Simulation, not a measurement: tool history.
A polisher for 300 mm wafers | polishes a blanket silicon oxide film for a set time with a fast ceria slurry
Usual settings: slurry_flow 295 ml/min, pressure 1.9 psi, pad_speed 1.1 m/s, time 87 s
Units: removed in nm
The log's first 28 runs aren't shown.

| run | hour | slurry_flow | pressure | pad_speed | time | incoming thickness of the incoming film, nm | removed |
|---|---|---|---|---|---|---|---|
| 29 | 652.4 | 295 | 1.9 | 1.1 | 87 | 3418.1 | 1132.3 |
| 30 | 676.6 | 295 | 1.9 | 1.42 | 64 | 3454.6 | 1018.3 |
| 31 | 693.6 | 295 | 1.9 | 0.96 | 59 | 3508.8 | 658.4 |
| 32 | 707.8 | 295 | 1.9 | 1.1 | 59 | 3421.6 | 745.5 |
| 33 | 720.1 | 360 | 2.2 | 1.1 | 78 | 3483.6 | 1173.3 |
| 34 | 749.4 | 375 | 2.1 | 1.1 | 87 | 3426 | 1242.4 |
| 35 | 764.7 | 350 | 1.3 | 1.1 | 87 | 3459.4 | 773 |
|  | 815 | worn pad replaced by a new one |
| 36 | 872.3 | 260 | 2.1 | 1.4 | 101 | 3422.1 | 1701.6 |

5 ways to go on from here, each from the tool as it stands after run 36. What would each give?
| A | 872.7 | 295 | 1.9 | 1.1 | 87 | 3470.6 | ? |
| B | 872.7 | 230 | 2.1 | 1.1 | 113 | 3470.6 | ? |
| C | 872.7 | 215 | 1.9 | 1.1 | 114 | 3470.6 | ? |
| D | 872.7 | 225 | 2.2 | 1.26 | 87 | 3470.6 | ? |
| E | 872.7 | 240 | 2.6 | 1.44 | 63 | 3470.6 | ? |

| run | removed |
|---|---|
| A | 1102.9 |
| B | 1543.4 |
| C | 1397.5 |
| D | 1386.7 |
| E | 1336.1 |
Without the tool's hidden state the same runs would have given:
| run | removed |
|---|---|
| A | 1130.7 |
| B | 1582.2 |
| C | 1432.7 |
| D | 1421.6 |
| E | 1369.8 |

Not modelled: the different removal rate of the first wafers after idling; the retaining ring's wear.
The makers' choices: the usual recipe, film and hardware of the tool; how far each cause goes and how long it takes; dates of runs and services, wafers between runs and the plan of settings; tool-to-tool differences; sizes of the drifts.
